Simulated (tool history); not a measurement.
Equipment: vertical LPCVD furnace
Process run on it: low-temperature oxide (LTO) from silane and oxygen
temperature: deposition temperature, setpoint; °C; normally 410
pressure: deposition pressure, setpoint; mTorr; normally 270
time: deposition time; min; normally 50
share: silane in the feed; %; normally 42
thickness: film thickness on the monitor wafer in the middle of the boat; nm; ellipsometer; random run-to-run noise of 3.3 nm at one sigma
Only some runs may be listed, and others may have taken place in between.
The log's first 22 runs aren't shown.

| run | hour | temperature | pressure | time | share | read-back reference wafer on the same gauge, thickness | thickness |
|---|---|---|---|---|---|---|---|
| 23 | 1699.5 | 416 | 235 | 50 | 42 | 695.61 | 685.24 |
|  | 1777.5 | thermocouples replaced and temperature profile calibrated |
| 24 | 1782.3 | 401 | 270 | 43 | 40 | 696.17 | 553.37 |
| 25 | 1833 | 420 | 270 | 32 | 42 | 697.09 | 523.11 |
| 26 | 1899.8 | 419 | 220 | 41.5 | 34 | 696.68 | 426.29 |
|  | 1935 | pressure gauge zeroed |
| 27 | 2137 | 410 | 220 | 37.5 | 42 | 697.61 | 454.44 |
| 28 | 2235.1 | 410 | 270 | 50 | 42 | 698.32 | 741.18 |
| 29 | 2288.1 | 407 | 215 | 56 | 46 | 698.57 | 704.61 |
| 30 | 2325.3 | 410 | 270 | 62.5 | 42 | 698.86 | 932.37 |
| 31 | 2637.1 | 400 | 270 | 50 | 42 | 700.12 | 670.37 |

Each row is a separate what-if for the run after 31, all from the same tool condition, not one after another. Results?
| A | 2642.7 | 410 | 270 | 57 | 42 | ? | ? |
| B | 2642.7 | 416 | 325 | 41.5 | 42 | ? | ? |
| C | 2642.7 | 410 | 210 | 69 | 42 | ? | ? |
| D | 2642.7 | 410 | 225 | 50 | 42 | ? | ? |

| run | read-back reference wafer on the same gauge, thickness | thickness |
|---|---|---|
| A | 700.45 | 850.76 |
| B | 700.45 | 793.19 |
| C | 700.45 | 801 |
| D | 700.45 | 621.9 |
Without the tool's unlogged condition, the same runs would have read:
| run | thickness |
|---|---|
| A | 837.73 |
| B | 781.04 |
| C | 788.74 |
| D | 612.37 |
